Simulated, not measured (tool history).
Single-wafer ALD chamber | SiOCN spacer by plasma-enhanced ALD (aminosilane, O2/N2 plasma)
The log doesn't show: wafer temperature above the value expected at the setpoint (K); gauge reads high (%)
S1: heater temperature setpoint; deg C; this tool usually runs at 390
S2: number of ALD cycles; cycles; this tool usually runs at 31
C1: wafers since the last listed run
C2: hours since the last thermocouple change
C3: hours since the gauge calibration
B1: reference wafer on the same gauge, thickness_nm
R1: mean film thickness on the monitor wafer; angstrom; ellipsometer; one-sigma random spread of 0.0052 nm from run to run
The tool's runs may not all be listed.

run 1 day=0.000 | S1=390 S2=29 | C1=0 C2=1395.7 C3=200.1 | B1=2.334 | R1=19.30
run 2 day=0.729 | S1=390 S2=29 | C1=148 C2=1413.2 C3=217.6 | B1=2.332 | R1=19.37
run 3 day=1.283 | S1=390 S2=29 | C1=112 C2=1426.5 C3=230.9 | B1=2.330 | R1=19.38
run 4 day=1.808 | S1=390 S2=31 | C1=106 C2=1439.1 C3=243.5 | B1=2.332 | R1=20.64
run 5 day=3.938 | S1=390 S2=31 | C1=432 C2=1490.2 C3=294.6 | B1=2.328 | R1=20.68
run 6 day=4.558 | S1=390 S2=31 | C1=126 C2=1505.1 C3=309.5 | B1=2.327 | R1=20.51
run 7 day=5.879 | S1=390 S2=31 | C1=268 C2=1536.8 C3=341.2 | B1=2.326 | R1=20.51
run 8 day=7.542 | S1=390 S2=31 | C1=337 C2=1576.7 C3=381.1 | B1=2.326 | R1=20.49
-- day=8.421 thermocouple changed; heater temperature recalibrated
run 9 day=8.442 | S1=390 S2=31 | C1=115 C2=0.5 C3=402.7 | B1=2.327 | R1=20.61
run 10 day=8.879 | S1=390 S2=33 | C1=88 C2=11.0 C3=413.2 | B1=2.322 | R1=21.97
run 11 day=9.412 | S1=390 S2=33 | C1=108 C2=23.8 C3=426.0 | B1=2.324 | R1=21.98
run 12 day=9.725 | S1=390 S2=33 | C1=63 C2=31.3 C3=433.5 | B1=2.328 | R1=22.01
run 13 day=9.992 | S1=380 S2=31 | C1=54 C2=37.7 C3=439.9 | B1=2.326 | R1=20.62
run 14 day=10.458 | S1=380 S2=31 | C1=94 C2=48.9 C3=451.1 | B1=2.321 | R1=20.57
run 15 day=11.083 | S1=380 S2=31 | C1=126 C2=63.9 C3=466.1 | B1=2.324 | R1=20.64
run 16 day=11.762 | S1=379 S2=36 | C1=137 C2=80.2 C3=482.4 | B1=2.324 | R1=23.90
run 17 day=12.129 | S1=390 S2=28 | C1=74 C2=89.0 C3=491.2 | B1=2.323 | R1=18.57
run 18 day=12.679 | S1=390 S2=33 | C1=111 C2=102.2 C3=504.4 | B1=2.324 | R1=21.89
run 19 day=13.038 | S1=377 S2=31 | C1=72 C2=110.8 C3=513.0 | B1=2.325 | R1=20.61
-- day=13.138 gauge calibrated
run 20 day=13.425 | S1=397 S2=27 | C1=78 C2=120.1 C3=6.9 | B1=2.359 | R1=18.16
run 21 day=13.954 | S1=400 S2=27 | C1=107 C2=132.8 C3=19.6 | B1=2.356 | R1=18.14
run 22 day=14.279 | S1=390 S2=31 | C1=65 C2=140.6 C3=27.4 | B1=2.353 | R1=20.87
run 23 day=14.608 | S1=380 S2=31 | C1=66 C2=148.5 C3=35.3 | B1=2.355 | R1=20.88
run 24 day=15.292 | S1=397 S2=31 | C1=138 C2=164.9 C3=51.7 | B1=2.347 | R1=20.84
run 25 day=15.767 | S1=390 S2=31 | C1=96 C2=176.3 C3=63.1 | B1=2.349 | R1=20.80
run 26 day=16.442 | S1=390 S2=26 | C1=137 C2=192.5 C3=79.3 | B1=2.347 | R1=17.52
run 27 day=16.842 | S1=390 S2=31 | C1=81 C2=202.1 C3=88.9 | B1=2.345 | R1=20.77
run 28 day=17.121 | S1=399 S2=27 | C1=56 C2=208.8 C3=95.6 | B1=2.343 | R1=18.09
run 29 day=17.404 | S1=384 S2=31 | C1=57 C2=215.6 C3=102.4 | B1=2.342 | R1=20.83
run 30 day=18.100 | S1=377 S2=36 | C1=141 C2=232.3 C3=119.1 | B1=2.342 | R1=24.13
run 31 day=18.771 | S1=383 S2=28 | C1=136 C2=248.4 C3=135.2 | B1=2.341 | R1=18.73
run 32 day=19.354 | S1=395 S2=26 | C1=118 C2=262.4 C3=149.2 | B1=2.340 | R1=17.36
run 33 day=19.842 | S1=396 S2=28 | C1=98 C2=274.1 C3=160.9 | B1=2.334 | R1=18.73
run 34 day=20.250 | S1=390 S2=31 | C1=82 C2=283.9 C3=170.7 | B1=2.337 | R1=20.71

Here are 5 independent what-if runs from the current tool condition. What would each one return?
run A day=20.271 | S1=390 S2=31 | C1=4 C2=284.4 C3=171.2 | B1=? | R1=?
run B day=20.271 | S1=382 S2=31 | C1=4 C2=284.4 C3=171.2 | B1=? | R1=?
run C day=20.271 | S1=379 S2=35 | C1=4 C2=284.4 C3=171.2 | B1=? | R1=?
run D day=20.271 | S1=390 S2=27 | C1=4 C2=284.4 C3=171.2 | B1=? | R1=?
run E day=20.271 | S1=390 S2=25 | C1=4 C2=284.4 C3=171.2 | B1=? | R1=?

run=A B1=2.335 R1=20.81
run=B B1=2.335 R1=20.81
run=C B1=2.335 R1=23.49
run=D B1=2.335 R1=18.12
run=E B1=2.335 R1=16.78
With the hidden condition removed and each run's random variation left untouched, the same runs would have given:
run=A R1=21.03
run=B R1=21.03
run=C R1=23.74
run=D R1=18.31
run=E R1=16.96
